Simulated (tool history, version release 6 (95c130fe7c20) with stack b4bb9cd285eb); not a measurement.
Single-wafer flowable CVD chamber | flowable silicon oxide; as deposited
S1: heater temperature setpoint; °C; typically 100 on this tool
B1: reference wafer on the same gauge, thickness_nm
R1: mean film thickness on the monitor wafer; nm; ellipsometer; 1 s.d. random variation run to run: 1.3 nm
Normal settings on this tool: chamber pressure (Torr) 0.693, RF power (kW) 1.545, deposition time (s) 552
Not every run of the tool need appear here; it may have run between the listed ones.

Run 1, day 0.000: usual settings; B1 315.732. Result: R1 269.678 nm.
Run 2, day 1.375: usual settings; B1 314.769. Result: R1 269.821 nm.
Run 3, day 3.550: usual settings but RF power (kW) 1.695; B1 315.407. Result: R1 277.119 nm.
Run 4, day 5.446: usual settings; B1 315.278. Result: R1 269.451 nm.
Run 5, day 6.658: usual settings but chamber pressure (Torr) 0.557, RF power (kW) 1.405, deposition time (s) 624; B1 315.022. Result: R1 236.659 nm.
Run 6, day 9.408: usual settings but S1 90 °C, chamber pressure (Torr) 0.557, RF power (kW) 1.405, deposition time (s) 467; B1 315.045. Result: R1 236.777 nm.
At day 11.362: capacitance manometer re-zeroed and calibrated.
Run 7, day 11.383: usual settings but S1 110 °C, chamber pressure (Torr) 0.854, RF power (kW) 1.290; B1 314.673. Result: R1 231.248 nm.
At day 11.992: showerhead replaced.
Run 8, day 12.754: usual settings; B1 315.013. Result: R1 268.353 nm.
Run 9, day 14.992: usual settings but S1 105 °C; B1 315.396. Result: R1 232.283 nm.
Run 10, day 16.825: usual settings; B1 315.276. Result: R1 269.068 nm.
Run 11, day 18.562: usual settings but RF power (kW) 1.715; B1 314.613. Result: R1 279.361 nm.
Run 12, day 21.250: usual settings but chamber pressure (Torr) 0.531, RF power (kW) 1.740, deposition time (s) 589; B1 315.297. Result: R1 231.379 nm.
Run 13, day 22.483: usual settings but chamber pressure (Torr) 0.544; B1 315.490. Result: R1 214.718 nm.
Run 14, day 25.333: usual settings but RF power (kW) 1.665; B1 315.476. Result: R1 276.430 nm.
Run 15, day 26.946: usual settings but RF power (kW) 1.280; B1 314.798. Result: R1 252.148 nm.
At day 28.283: gauge calibrated.
At day 28.517: RF generator calibrated.
Run 16, day 28.538: usual settings but S1 92 °C, RF power (kW) 1.340, deposition time (s) 487; B1 315.023. Result: R1 287.637 nm.
Run 17, day 29.838: usual settings; B1 315.305. Result: R1 272.275 nm.
Run 18, day 32.433: usual settings but S1 92 °C, RF power (kW) 1.640; B1 314.472. Result: R1 351.219 nm.
Run 19, day 34.925: usual settings but S1 111 °C, chamber pressure (Torr) 0.808, RF power (kW) 1.800, deposition time (s) 454; B1 314.969. Result: R1 198.397 nm.
Run 20, day 37.725: usual settings but S1 96 °C, chamber pressure (Torr) 0.637, RF power (kW) 1.730, deposition time (s) 598; B1 314.766. Result: R1 315.199 nm.
Run 21, day 38.871: usual settings but S1 87 °C; B1 315.497. Result: R1 397.933 nm.
Run 22, day 40.512: usual settings but S1 88 °C, RF power (kW) 1.410; B1 315.350. Result: R1 372.762 nm.
Run 23, day 43.462: usual settings but chamber pressure (Torr) 0.552, RF power (kW) 1.725, deposition time (s) 586; B1 315.055. Result: R1 238.969 nm.
Run 24, day 45.012: usual settings but S1 107 °C, chamber pressure (Torr) 0.861, RF power (kW) 1.470, deposition time (s) 505; B1 315.145. Result: R1 246.470 nm.
Run 25, day 47.771: usual settings; B1 314.484. Result: R1 272.101 nm.
Run 26, day 48.983: usual settings but chamber pressure (Torr) 0.624, deposition time (s) 524; B1 315.094. Result: R1 233.725 nm.
Run 27, day 51.388: usual settings; B1 315.202. Result: R1 271.840 nm.
Run 28, day 53.250: usual settings but RF power (kW) 1.645; B1 315.384. Result: R1 276.524 nm.

Forecast each of these 4 alternatives for the next run:
Run A, day 53.275: usual settings but deposition time (s) 475; B1 ?. Result: R1 ?.
Run B, day 53.275: usual settings but chamber pressure (Torr) 0.801; B1 ?. Result: R1 ?.
Run C, day 53.275: usual settings but S1 94 °C, deposition time (s) 504; B1 ?. Result: R1 ?.
Run D, day 53.275: usual settings but RF power (kW) 1.370, deposition time (s) 494; B1 ?. Result: R1 ?.

run       B1       R1
  A  314.783  234.837
  B  314.783  315.446
  C  314.783  296.300
  D  314.783  232.243
With the hidden condition removed and each run's random variation left untouched, the same runs would have given:
run       R1
  A  231.655
  B  311.171
  C  292.170
  D  229.096
